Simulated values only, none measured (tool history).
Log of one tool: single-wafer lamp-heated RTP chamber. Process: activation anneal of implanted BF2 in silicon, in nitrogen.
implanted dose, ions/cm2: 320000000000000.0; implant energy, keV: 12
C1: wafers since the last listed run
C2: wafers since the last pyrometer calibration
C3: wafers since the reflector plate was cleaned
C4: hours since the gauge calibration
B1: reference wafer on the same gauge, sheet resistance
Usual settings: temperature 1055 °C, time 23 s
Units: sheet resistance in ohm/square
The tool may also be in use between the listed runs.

run 1 hour=0.0 | temperature=1074 time=23 | C1=0 C2=3961 C3=12458 C4=981.4 | B1=429.09 | sheet_resistance=366.90
-- hour=22.0 pyrometer window cleaned and pyrometer calibrated
run 2 hour=82.7 | temperature=1074 time=23 | C1=657 C2=534 C3=13116 C4=1064.1 | B1=429.10 | sheet_resistance=369.00
run 3 hour=182.3 | temperature=1074 time=23 | C1=876 C2=1410 C3=13992 C4=1163.7 | B1=429.04 | sheet_resistance=368.93
run 4 hour=238.4 | temperature=1055 time=18 | C1=493 C2=1904 C3=14486 C4=1219.8 | B1=428.98 | sheet_resistance=377.91
-- hour=253.8 reflector plate cleaned
run 5 hour=385.6 | temperature=1055 time=18 | C1=1224 C2=3129 C3=1160 C4=1367.0 | B1=428.95 | sheet_resistance=381.08
run 6 hour=452.4 | temperature=1055 time=18 | C1=587 C2=3716 C3=1747 C4=1433.8 | B1=429.10 | sheet_resistance=379.77
run 7 hour=530.6 | temperature=1055 time=15 | C1=688 C2=4404 C3=2435 C4=1512.0 | B1=428.96 | sheet_resistance=381.48
-- hour=572.4 pyrometer window cleaned and pyrometer calibrated
run 8 hour=596.3 | temperature=1055 time=15 | C1=507 C2=210 C3=2943 C4=1577.7 | B1=428.91 | sheet_resistance=386.03
run 9 hour=651.9 | temperature=1055 time=15 | C1=489 C2=699 C3=3432 C4=1633.3 | B1=429.00 | sheet_resistance=383.72
run 10 hour=758.7 | temperature=1055 time=23 | C1=939 C2=1639 C3=4372 C4=1740.1 | B1=429.15 | sheet_resistance=375.01
run 11 hour=800.1 | temperature=1055 time=23 | C1=364 C2=2003 C3=4736 C4=1781.5 | B1=428.81 | sheet_resistance=374.67
run 12 hour=907.9 | temperature=1055 time=23 | C1=948 C2=2952 C3=5685 C4=1889.3 | B1=429.02 | sheet_resistance=373.96
run 13 hour=971.6 | temperature=1055 time=27 | C1=560 C2=3512 C3=6246 C4=1953.0 | B1=428.86 | sheet_resistance=370.63
-- hour=1033.3 pyrometer window cleaned and pyrometer calibrated
run 14 hour=1231.8 | temperature=1082 time=36 | C1=2219 C2=1746 C3=8465 C4=2213.2 | B1=429.08 | sheet_resistance=357.83
run 15 hour=1317.2 | temperature=1055 time=23 | C1=751 C2=2498 C3=9216 C4=2298.6 | B1=428.91 | sheet_resistance=374.07
run 16 hour=1369.7 | temperature=1027 time=14 | C1=461 C2=2960 C3=9678 C4=2351.1 | B1=428.87 | sheet_resistance=391.31
run 17 hour=1411.4 | temperature=1027 time=23 | C1=366 C2=3327 C3=10045 C4=2392.8 | B1=429.12 | sheet_resistance=383.66
run 18 hour=1472.2 | temperature=1082 time=12 | C1=534 C2=3862 C3=10580 C4=2453.6 | B1=429.01 | sheet_resistance=376.32
-- hour=1539.2 pyrometer window cleaned and pyrometer calibrated
-- hour=1566.0 gauge calibrated
-- hour=1569.4 reflector plate cleaned
run 19 hour=1578.3 | temperature=1081 time=17 | C1=792 C2=274 C3=78 C4=12.3 | B1=429.13 | sheet_resistance=376.26
run 20 hour=1668.0 | temperature=1069 time=10 | C1=789 C2=1063 C3=867 C4=102.0 | B1=428.88 | sheet_resistance=387.05
run 21 hour=1745.5 | temperature=1055 time=23 | C1=681 C2=1745 C3=1549 C4=179.5 | B1=429.00 | sheet_resistance=375.93
run 22 hour=1846.5 | temperature=1040 time=15 | C1=888 C2=2634 C3=2438 C4=280.5 | B1=428.87 | sheet_resistance=387.10
-- hour=1986.6 pyrometer window cleaned and pyrometer calibrated
run 23 hour=2022.9 | temperature=1044 time=11 | C1=1481 C2=319 C3=3919 C4=456.9 | B1=429.02 | sheet_resistance=393.30
run 24 hour=2295.9 | temperature=1055 time=23 | C1=2402 C2=2721 C3=6322 C4=729.9 | B1=429.05 | sheet_resistance=374.85
run 25 hour=2368.9 | temperature=1066 time=35 | C1=642 C2=3363 C3=6964 C4=802.9 | B1=428.84 | sheet_resistance=363.20
run 26 hour=2467.6 | temperature=1031 time=29 | C1=868 C2=4232 C3=7833 C4=901.6 | B1=428.89 | sheet_resistance=378.12
-- hour=2495.5 pyrometer window cleaned and pyrometer calibrated
run 27 hour=2558.6 | temperature=1055 time=23 | C1=730 C2=554 C3=8563 C4=992.6 | B1=429.17 | sheet_resistance=376.43

3 ways to go on from here, each from the tool as it stands after run 27. What would each give?
run A hour=2559.0 | temperature=1055 time=23 | C1=3 C2=558 C3=8566 C4=993.0 | B1=? | sheet_resistance=?
run B hour=2559.0 | temperature=1026 time=12 | C1=3 C2=558 C3=8566 C4=993.0 | B1=? | sheet_resistance=?
run C hour=2559.0 | temperature=1055 time=29 | C1=3 C2=558 C3=8566 C4=993.0 | B1=? | sheet_resistance=?

run=A B1=429.03 sheet_resistance=376.68
run=B B1=429.03 sheet_resistance=398.41
run=C B1=429.03 sheet_resistance=372.45
Without the tool's hidden state the same runs would have given:
run=A sheet_resistance=381.20
run=B sheet_resistance=403.48
run=C sheet_resistance=376.90

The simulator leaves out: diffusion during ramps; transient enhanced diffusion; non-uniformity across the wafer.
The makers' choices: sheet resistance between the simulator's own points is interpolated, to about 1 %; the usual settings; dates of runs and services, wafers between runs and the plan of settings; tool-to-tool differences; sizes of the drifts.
